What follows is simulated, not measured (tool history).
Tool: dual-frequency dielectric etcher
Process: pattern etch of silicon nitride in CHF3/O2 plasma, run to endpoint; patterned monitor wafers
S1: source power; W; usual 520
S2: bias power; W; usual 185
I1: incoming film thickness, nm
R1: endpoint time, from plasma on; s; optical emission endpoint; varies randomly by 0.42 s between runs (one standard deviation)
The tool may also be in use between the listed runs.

{"run": 1, "hour": 0.0, "S1": 520, "S2": 185, "I1": 111.1, "R1": 72}
{"run": 2, "hour": 31.6, "S1": 520, "S2": 185, "I1": 111, "R1": 72.3}
{"run": 3, "hour": 45.1, "S1": 520, "S2": 185, "I1": 112, "R1": 71.9}
{"run": 4, "hour": 60.0, "S1": 600, "S2": 216, "I1": 111.4, "R1": 64.5}
{"run": 5, "hour": 68.3, "S1": 600, "S2": 216, "I1": 111.4, "R1": 64.1}
{"run": 6, "hour": 76.3, "S1": 520, "S2": 221, "I1": 111.6, "R1": 68.6}
{"run": 7, "hour": 85.0, "S1": 520, "S2": 221, "I1": 110.1, "R1": 67}
{"run": 8, "hour": 102.7, "S1": 520, "S2": 221, "I1": 112.4, "R1": 68.2}
{"run": 9, "hour": 128.7, "S1": 440, "S2": 153, "I1": 112.4, "R1": 86.1}
{"run": 10, "hour": 129.1, "S1": 520, "S2": 185, "I1": 112.4, "R1": 75.3}
{"run": 11, "hour": 130.1, "S1": 520, "S2": 185, "I1": 111.4, "R1": 75.4}
{"run": 12, "hour": 139.7, "S1": 520, "S2": 185, "I1": 112.5, "R1": 74.6}
{"run": 13, "hour": 151.3, "S1": 520, "S2": 175, "I1": 112, "R1": 76.1}
{"run": 14, "hour": 202.5, "S1": 440, "S2": 217, "I1": 112.2, "R1": 77.1}
{"run": 15, "hour": 209.8, "S1": 580, "S2": 173, "I1": 111.2, "R1": 72}
{"run": 16, "hour": 216.7, "S1": 390, "S2": 217, "I1": 112.1, "R1": 81.3}
{"run": 17, "hour": 242.0, "S1": 460, "S2": 165, "I1": 111.8, "R1": 81}
{"run": 18, "hour": 242.3, "S1": 460, "S2": 157, "I1": 112.5, "R1": 82.7}
{"run": 19, "hour": 242.6, "S1": 480, "S2": 200, "I1": 112.6, "R1": 75.9}
{"run": 20, "hour": 247.6, "S1": 460, "S2": 185, "I1": 112.4, "R1": 79}
{"run": 21, "hour": 262.5, "S1": 580, "S2": 169, "I1": 112.6, "R1": 73.1}
{"run": 22, "hour": 275.7, "S1": 520, "S2": 185, "I1": 111.2, "R1": 73}
{"run": 23, "hour": 291.3, "S1": 480, "S2": 150, "I1": 112, "R1": 81}
{"run": 24, "hour": 307.0, "S1": 520, "S2": 185, "I1": 112.2, "R1": 75.1}
{"run": 25, "hour": 314.6, "S1": 520, "S2": 185, "I1": 110.1, "R1": 72.7}
{"run": 26, "hour": 328.4, "S1": 600, "S2": 230, "I1": 111.2, "R1": 64.7}
{"run": 27, "hour": 343.5, "S1": 650, "S2": 151, "I1": 112.2, "R1": 71.5}

Removed from this log: 4 entries logged between the listed runs. Between which two listed runs does each belong, and how does the tool's hidden state at the listed run before it compare with that at the listed run after it?
After run 8, before run 9: source power generator calibrated (hour 111.7); wet clean of the chamber (hour 128.2)
  etch rate over this chamber's usual, %: 3.92 -> -1.01
  measured minus no-state result, R1: -2.7 -> +0.9 s
After run 13, before run 14: bias power generator calibrated (hour 201.4)
  etch rate over this chamber's usual, %: -0.814 -> -0.379
  measured minus no-state result, R1: +0.6 -> +0.3 s
After run 16, before run 17: upper electrode replaced (hour 241.5)
  etch rate over this chamber's usual, %: -0.259 -> -0.0437
  measured minus no-state result, R1: +0.2 -> +0.1 s
